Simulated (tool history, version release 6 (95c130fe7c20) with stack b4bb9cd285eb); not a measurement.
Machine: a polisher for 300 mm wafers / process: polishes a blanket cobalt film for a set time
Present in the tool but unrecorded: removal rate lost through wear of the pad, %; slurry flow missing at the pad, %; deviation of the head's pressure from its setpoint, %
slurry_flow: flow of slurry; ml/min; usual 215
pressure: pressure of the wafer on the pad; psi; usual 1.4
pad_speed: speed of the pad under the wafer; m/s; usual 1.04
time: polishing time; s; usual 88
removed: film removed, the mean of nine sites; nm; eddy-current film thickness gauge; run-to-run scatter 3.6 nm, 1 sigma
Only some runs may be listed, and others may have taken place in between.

run   hour  slurry_flow  pressure  pad_speed  time  wafers since the last listed run  wafers polished on this pad  hours since the slurry nozzle was cleaned  hours since the head pressure was calibrated  incoming thickness of the incoming film, nm  removed
  1      0          215       1.7       1.04    88                                 0                           42                                        184                                         376.7                                       1114.1    405.8
  2   42.3          215       1.7       1.04    88                               464                          506                                      226.3                                           419                                       1128.9    403.7
  3   84.8          215       1.4       1.04    88                               466                          973                                      268.8                                         461.5                                       1118.4    331.8
  4  133.4          265       1.7       1.04    88                               533                         1507                                      317.4                                         510.1                                       1128.5    421.7
     139.3  -- worn pad replaced by a new one
  5  194.8          265       1.7       1.04    88                               630                          609                                      378.8                                         571.5                                       1133.3    413.6
     226.1  -- slurry nozzle cleaned
  6  239.3          215       1.1       1.04    88                               477                         1087                                       13.2                                           616                                       1130.7    276.8
  7  266.9          215       1.1       1.04    88                               303                         1390                                       40.8                                         643.6                                       1143.2    275.3
     281.9  -- head pressure recalibrated
     282.1  -- worn pad replaced by a new one
  8  390.2          185       1.6       1.04    88                              1330                         1187                                      164.1                                         108.3                                       1130.3    377.9
       402  -- worn pad replaced by a new one
  9  416.7          215       1.2       1.28    88                               247                          161                                      190.6                                         134.8                                       1154.4    356.9
 10  466.2          280       1.2       1.04    88                               543                          704                                      240.1                                         184.3                                       1128.7    297.8
 11  507.8          190       1.8       0.76    88                               456                         1161                                      281.7                                         225.9                                       1123.1    305.2
     525.1  -- worn pad replaced by a new one
 12    551          255       0.9       1.04    57                               430                          284                                      324.9                                         269.1                                       1127.6    142.8
 13  586.1          215       1.4       1.04    88                               385                          669                                        360                                         304.2                                         1114    325.4
     607.5  -- slurry nozzle cleaned
 14  627.5          215       1.4       1.04    88                               443                         1113                                         20                                         345.6                                       1135.7    351.9
     662.6  -- worn pad replaced by a new one
 15  691.1          215       1.7       1.16    88                               654                          312                                       83.6                                         409.2                                       1151.8    470.5

4 ways to go on from here, each from the tool as it stands after run 15. What would each give?
  A  691.6          180       1.4       1.04    88                                 5                          318                                       84.1                                         409.7                                       1131.2        ?
  B  691.6          150       1.6       0.76   103                                 5                          318                                       84.1                                         409.7                                       1131.2        ?
  C  691.6          215       1.4        1.2    88                                 5                          318                                       84.1                                         409.7                                       1131.2        ?
  D  691.6          215       1.4       0.72    99                                 5                          318                                       84.1                                         409.7                                       1131.2        ?

run  removed
  A    334.7
  B    315.9
  C    397.4
  D    268.2
The same runs, with their run-to-run variation unchanged, on a tool lacking any hidden condition would have given:
run  removed
  A    342.1
  B    324.2
  C    404.7
  D    273.2

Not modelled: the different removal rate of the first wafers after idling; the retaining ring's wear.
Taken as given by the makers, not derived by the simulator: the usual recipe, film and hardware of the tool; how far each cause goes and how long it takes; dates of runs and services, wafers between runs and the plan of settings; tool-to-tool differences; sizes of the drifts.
